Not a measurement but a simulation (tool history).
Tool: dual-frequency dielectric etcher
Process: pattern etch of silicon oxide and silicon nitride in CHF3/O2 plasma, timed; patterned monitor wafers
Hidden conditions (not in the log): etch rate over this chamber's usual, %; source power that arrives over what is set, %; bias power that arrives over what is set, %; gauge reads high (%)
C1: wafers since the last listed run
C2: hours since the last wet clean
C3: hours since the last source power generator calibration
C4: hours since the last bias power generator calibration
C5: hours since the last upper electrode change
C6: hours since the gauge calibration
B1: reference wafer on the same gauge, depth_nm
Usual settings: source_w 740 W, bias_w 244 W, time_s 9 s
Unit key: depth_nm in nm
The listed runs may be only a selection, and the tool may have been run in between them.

run 1 hour=0 | source_w=740 bias_w=244 time_s=11 | C1=0 C2=387.8 C3=4770.6 C4=2277 C5=4708.2 C6=2873.8 | B1=16.6 | depth_nm=19.52
run 2 hour=93.5 | source_w=740 bias_w=281 time_s=9 | C1=1180 C2=481.3 C3=4864.1 C4=2370.5 C5=4801.7 C6=2967.3 | B1=16.6 | depth_nm=16.96
run 3 hour=136.8 | source_w=740 bias_w=281 time_s=9 | C1=546 C2=524.6 C3=4907.4 C4=2413.8 C5=4845 C6=3010.6 | B1=16.6 | depth_nm=17
-- hour=172.3 wet clean of the chamber
run 4 hour=177.7 | source_w=740 bias_w=281 time_s=9 | C1=213 C2=5.4 C3=4948.3 C4=2454.7 C5=4885.9 C6=3051.5 | B1=16.6 | depth_nm=16.94
run 5 hour=216.3 | source_w=830 bias_w=244 time_s=9 | C1=487 C2=44 C3=4986.9 C4=2493.3 C5=4924.5 C6=3090.1 | B1=16.6 | depth_nm=16.7
run 6 hour=254.4 | source_w=740 bias_w=244 time_s=9 | C1=480 C2=82.1 C3=5025 C4=2531.4 C5=4962.6 C6=3128.2 | B1=16.6 | depth_nm=16
run 7 hour=362.4 | source_w=740 bias_w=244 time_s=9 | C1=1363 C2=190.1 C3=5133 C4=2639.4 C5=5070.6 C6=3236.2 | B1=16.6 | depth_nm=15.93
-- hour=437.9 source power generator calibrated
run 8 hour=442.2 | source_w=740 bias_w=244 time_s=9 | C1=956 C2=269.9 C3=4.3 C4=2719.2 C5=5150.4 C6=3316 | B1=16.6 | depth_nm=16.31
run 9 hour=696.6 | source_w=740 bias_w=263 time_s=9 | C1=3211 C2=524.3 C3=258.7 C4=2973.6 C5=5404.8 C6=3570.4 | B1=16.6 | depth_nm=16.94
-- hour=742.4 wet clean of the chamber
run 10 hour=800 | source_w=640 bias_w=287 time_s=8 | C1=1002 C2=57.6 C3=362.1 C4=3077 C5=5508.2 C6=3673.8 | B1=16.6 | depth_nm=14.75
run 11 hour=857.6 | source_w=740 bias_w=244 time_s=9 | C1=727 C2=115.2 C3=419.7 C4=3134.6 C5=5565.8 C6=3731.4 | B1=16.6 | depth_nm=16.42
run 12 hour=926.2 | source_w=620 bias_w=198 time_s=6.5 | C1=865 C2=183.8 C3=488.3 C4=3203.2 C5=5634.4 C6=3800 | B1=16.6 | depth_nm=10.05
-- hour=1015.6 bias power generator calibrated
run 13 hour=1026.7 | source_w=640 bias_w=274 time_s=10 | C1=1218 C2=284.3 C3=588.8 C4=11.1 C5=5734.9 C6=3900.5 | B1=16.61 | depth_nm=17.67
-- hour=1083 gauge calibrated
run 14 hour=1112.1 | source_w=800 bias_w=229 time_s=9 | C1=1077 C2=369.7 C3=674.2 C4=96.5 C5=5820.3 C6=29.1 | B1=16.6 | depth_nm=16.24
-- hour=1160.2 upper electrode replaced
run 15 hour=1198.7 | source_w=740 bias_w=224 time_s=9 | C1=790 C2=456.3 C3=760.8 C4=183.1 C5=38.5 C6=115.7 | B1=16.6 | depth_nm=15.49
run 16 hour=1266.1 | source_w=740 bias_w=244 time_s=11 | C1=850 C2=523.7 C3=828.2 C4=250.5 C5=105.9 C6=183.1 | B1=16.6 | depth_nm=19.61
-- hour=1349.3 wet clean of the chamber
run 17 hour=1349.8 | source_w=860 bias_w=226 time_s=10.5 | C1=753 C2=0.5 C3=911.9 C4=334.2 C5=189.6 C6=266.8 | B1=16.59 | depth_nm=19.42
run 18 hour=1420.3 | source_w=740 bias_w=244 time_s=9 | C1=889 C2=71 C3=982.4 C4=404.7 C5=260.1 C6=337.3 | B1=16.59 | depth_nm=16.09
run 19 hour=1485.3 | source_w=620 bias_w=285 time_s=9 | C1=820 C2=136 C3=1047.4 C4=469.7 C5=325.1 C6=402.3 | B1=16.6 | depth_nm=15.89
run 20 hour=1573.2 | source_w=570 bias_w=244 time_s=9.5 | C1=1109 C2=223.9 C3=1135.3 C4=557.6 C5=413 C6=490.2 | B1=16.6 | depth_nm=15.18
run 21 hour=1616.3 | source_w=740 bias_w=244 time_s=9 | C1=544 C2=267 C3=1178.4 C4=600.7 C5=456.1 C6=533.3 | B1=16.6 | depth_nm=16.13
run 22 hour=1716.1 | source_w=840 bias_w=244 time_s=8 | C1=1259 C2=366.8 C3=1278.2 C4=700.5 C5=555.9 C6=633.1 | B1=16.61 | depth_nm=15.08
run 23 hour=1895.5 | source_w=740 bias_w=244 time_s=8 | C1=2264 C2=546.2 C3=1457.6 C4=879.9 C5=735.3 C6=812.5 | B1=16.59 | depth_nm=14.32
run 24 hour=1937.5 | source_w=740 bias_w=195 time_s=10.5 | C1=530 C2=588.2 C3=1499.6 C4=921.9 C5=777.3 C6=854.5 | B1=16.61 | depth_nm=17.09
-- hour=2011.9 wet clean of the chamber
run 25 hour=2020.2 | source_w=740 bias_w=244 time_s=9 | C1=740 C2=8.3 C3=1582.3 C4=1004.6 C5=860 C6=937.2 | B1=16.6 | depth_nm=16.11
run 26 hour=2074.1 | source_w=740 bias_w=260 time_s=7 | C1=680 C2=62.2 C3=1636.2 C4=1058.5 C5=913.9 C6=991.1 | B1=16.6 | depth_nm=12.87
run 27 hour=2147.4 | source_w=900 bias_w=244 time_s=8 | C1=925 C2=135.5 C3=1709.5 C4=1131.8 C5=987.2 C6=1064.4 | B1=16.6 | depth_nm=15.58
run 28 hour=2249.2 | source_w=560 bias_w=244 time_s=7.5 | C1=1284 C2=237.3 C3=1811.3 C4=1233.6 C5=1089 C6=1166.2 | B1=16.6 | depth_nm=11.87

5 ways to go on from here, each from the tool as it stands after run 28. What would each give?
run A hour=2249.6 | source_w=740 bias_w=244 time_s=9 | C1=5 C2=237.7 C3=1811.7 C4=1234 C5=1089.4 C6=1166.6 | B1=? | depth_nm=?
run B hour=2249.6 | source_w=800 bias_w=244 time_s=9 | C1=5 C2=237.7 C3=1811.7 C4=1234 C5=1089.4 C6=1166.6 | B1=? | depth_nm=?
run C hour=2249.6 | source_w=740 bias_w=290 time_s=6.5 | C1=5 C2=237.7 C3=1811.7 C4=1234 C5=1089.4 C6=1166.6 | B1=? | depth_nm=?
run D hour=2249.6 | source_w=610 bias_w=198 time_s=11 | C1=5 C2=237.7 C3=1811.7 C4=1234 C5=1089.4 C6=1166.6 | B1=? | depth_nm=?
run E hour=2249.6 | source_w=580 bias_w=267 time_s=9 | C1=5 C2=237.7 C3=1811.7 C4=1234 C5=1089.4 C6=1166.6 | B1=? | depth_nm=?

run=A B1=16.6 depth_nm=16.05
run=B B1=16.6 depth_nm=16.59
run=C B1=16.6 depth_nm=12.48
run=D B1=16.6 depth_nm=16.5
run=E B1=16.6 depth_nm=15.03
Take away the tool's hidden state, keep each run's random variation, and the runs would have read:
run=A depth_nm=16.06
run=B depth_nm=16.6
run=C depth_nm=12.49
run=D depth_nm=16.51
run=E depth_nm=15.04
